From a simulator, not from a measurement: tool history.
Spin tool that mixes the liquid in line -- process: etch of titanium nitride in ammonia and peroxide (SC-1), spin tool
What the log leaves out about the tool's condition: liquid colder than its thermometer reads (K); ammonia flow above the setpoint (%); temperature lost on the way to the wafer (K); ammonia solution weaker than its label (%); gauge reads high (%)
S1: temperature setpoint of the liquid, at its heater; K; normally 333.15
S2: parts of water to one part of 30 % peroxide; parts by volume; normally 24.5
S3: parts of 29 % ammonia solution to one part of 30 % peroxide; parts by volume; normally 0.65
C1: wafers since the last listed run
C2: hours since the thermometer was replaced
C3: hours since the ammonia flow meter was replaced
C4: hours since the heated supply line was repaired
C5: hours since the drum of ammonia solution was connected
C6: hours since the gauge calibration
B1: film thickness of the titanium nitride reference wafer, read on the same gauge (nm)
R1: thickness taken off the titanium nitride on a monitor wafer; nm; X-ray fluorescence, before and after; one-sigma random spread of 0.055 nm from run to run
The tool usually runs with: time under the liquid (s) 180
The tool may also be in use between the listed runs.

{"run": 1, "day": 0.0, "S1": 333.15, "S2": 24.5, "S3": 0.65, "time under the liquid (s)": 125, "C1": 0, "C2": 1033.1, "C3": 544.6, "C4": 1597.6, "C5": 706.6, "C6": 511.2, "B1": 89.97, "R1": 10.55}
{"run": 2, "day": 1.412, "S1": 333.15, "S2": 24.5, "S3": 0.65, "time under the liquid (s)": 125, "C1": 293, "C2": 1067, "C3": 578.5, "C4": 1631.5, "C5": 740.5, "C6": 545.1, "B1": 90.01, "R1": 10.44}
{"run": 3, "day": 2.758, "S1": 333.15, "S2": 24.5, "S3": 0.65, "time under the liquid (s)": 125, "C1": 279, "C2": 1099.3, "C3": 610.8, "C4": 1663.8, "C5": 772.8, "C6": 577.4, "B1": 89.96, "R1": 10.52}
{"run": 4, "day": 4.55, "S1": 333.15, "S2": 24.5, "S3": 0.65, "time under the liquid (s)": 180, "C1": 371, "C2": 1142.3, "C3": 653.8, "C4": 1706.8, "C5": 815.8, "C6": 620.4, "B1": 89.99, "R1": 15.17}
{"run": 5, "day": 7.258, "S1": 328.65, "S2": 18.5, "S3": 0.65, "time under the liquid (s)": 180, "C1": 562, "C2": 1207.3, "C3": 718.8, "C4": 1771.8, "C5": 880.8, "C6": 685.4, "B1": 89.99, "R1": 13.17}
{"run": 6, "day": 8.446, "S1": 333.15, "S2": 24.5, "S3": 0.65, "time under the liquid (s)": 180, "C1": 246, "C2": 1235.8, "C3": 747.3, "C4": 1800.3, "C5": 909.3, "C6": 713.9, "B1": 90.01, "R1": 15.1}
{"run": 7, "day": 9.95, "S1": 333.15, "S2": 24.5, "S3": 0.65, "time under the liquid (s)": 180, "C1": 312, "C2": 1271.9, "C3": 783.4, "C4": 1836.4, "C5": 945.4, "C6": 750, "B1": 89.98, "R1": 15.15}
{"run": 8, "day": 12.042, "S1": 333.15, "S2": 24.5, "S3": 0.65, "time under the liquid (s)": 180, "C1": 434, "C2": 1322.1, "C3": 833.6, "C4": 1886.6, "C5": 995.6, "C6": 800.2, "B1": 89.96, "R1": 15.18}
{"run": 9, "day": 14.508, "S1": 333.15, "S2": 24.5, "S3": 0.65, "time under the liquid (s)": 180, "C1": 511, "C2": 1381.3, "C3": 892.8, "C4": 1945.8, "C5": 1054.8, "C6": 859.4, "B1": 90.02, "R1": 15.18}
{"day": 15.008, "done": "thermometer replaced"}
{"run": 10, "day": 17.062, "S1": 333.15, "S2": 24.5, "S3": 0.65, "time under the liquid (s)": 180, "C1": 521, "C2": 49.3, "C3": 954.1, "C4": 2007.1, "C5": 1116.1, "C6": 920.7, "B1": 90, "R1": 15.23}
{"day": 17.154, "done": "gauge calibrated"}
{"day": 17.688, "done": "heated supply line repaired"}
{"run": 11, "day": 19.296, "S1": 341.65, "S2": 20, "S3": 0.65, "time under the liquid (s)": 180, "C1": 454, "C2": 102.9, "C3": 1007.7, "C4": 38.6, "C5": 1169.7, "C6": 51.4, "B1": 90.04, "R1": 29.32}
{"run": 12, "day": 20.546, "S1": 333.15, "S2": 16, "S3": 0.55, "time under the liquid (s)": 225, "C1": 259, "C2": 132.9, "C3": 1037.7, "C4": 68.6, "C5": 1199.7, "C6": 81.4, "B1": 90.05, "R1": 23.39}
{"day": 23.683, "done": "new drum of ammonia solution connected"}
{"run": 13, "day": 26.825, "S1": 333.15, "S2": 24.5, "S3": 0.55, "time under the liquid (s)": 250, "C1": 1294, "C2": 283.6, "C3": 1188.4, "C4": 219.3, "C5": 75.4, "C6": 232.1, "B1": 90, "R1": 20.32}
{"run": 14, "day": 29.388, "S1": 338.15, "S2": 24.5, "S3": 0.5, "time under the liquid (s)": 140, "C1": 531, "C2": 345.1, "C3": 1249.9, "C4": 280.8, "C5": 136.9, "C6": 293.6, "B1": 90, "R1": 15.57}
{"run": 15, "day": 31.462, "S1": 325.65, "S2": 18.5, "S3": 0.55, "time under the liquid (s)": 100, "C1": 430, "C2": 394.9, "C3": 1299.7, "C4": 330.6, "C5": 186.7, "C6": 343.4, "B1": 90.02, "R1": 5.8}
{"day": 31.642, "done": "ammonia flow meter replaced"}
{"run": 16, "day": 37.546, "S1": 333.15, "S2": 24.5, "S3": 0.65, "time under the liquid (s)": 180, "C1": 1253, "C2": 540.9, "C3": 141.7, "C4": 476.6, "C5": 332.7, "C6": 489.4, "B1": 89.99, "R1": 15.15}
{"run": 17, "day": 39.771, "S1": 340.15, "S2": 18, "S3": 0.35, "time under the liquid (s)": 180, "C1": 461, "C2": 594.3, "C3": 195.1, "C4": 530, "C5": 386.1, "C6": 542.8, "B1": 90.03, "R1": 25.16}
{"run": 18, "day": 42.071, "S1": 333.15, "S2": 24.5, "S3": 0.65, "time under the liquid (s)": 180, "C1": 477, "C2": 649.5, "C3": 250.3, "C4": 585.2, "C5": 441.3, "C6": 598, "B1": 89.99, "R1": 15.06}
{"run": 19, "day": 44.292, "S1": 324.65, "S2": 24.5, "S3": 0.9, "time under the liquid (s)": 180, "C1": 460, "C2": 702.8, "C3": 303.6, "C4": 638.5, "C5": 494.6, "C6": 651.3, "B1": 90.03, "R1": 9.08}
{"run": 20, "day": 45.596, "S1": 333.15, "S2": 24.5, "S3": 0.65, "time under the liquid (s)": 150, "C1": 270, "C2": 734.1, "C3": 334.9, "C4": 669.8, "C5": 525.9, "C6": 682.6, "B1": 89.99, "R1": 12.65}

The tool's hidden state at each run:
liquid colder than its thermometer reads (K): 0 at every run
ammonia flow above the setpoint (%): 0 at every run
temperature lost on the way to the wafer (K): 0 at every run
ammonia solution weaker than its label (%): 0 at every run
gauge reads high (%): 0 at every run
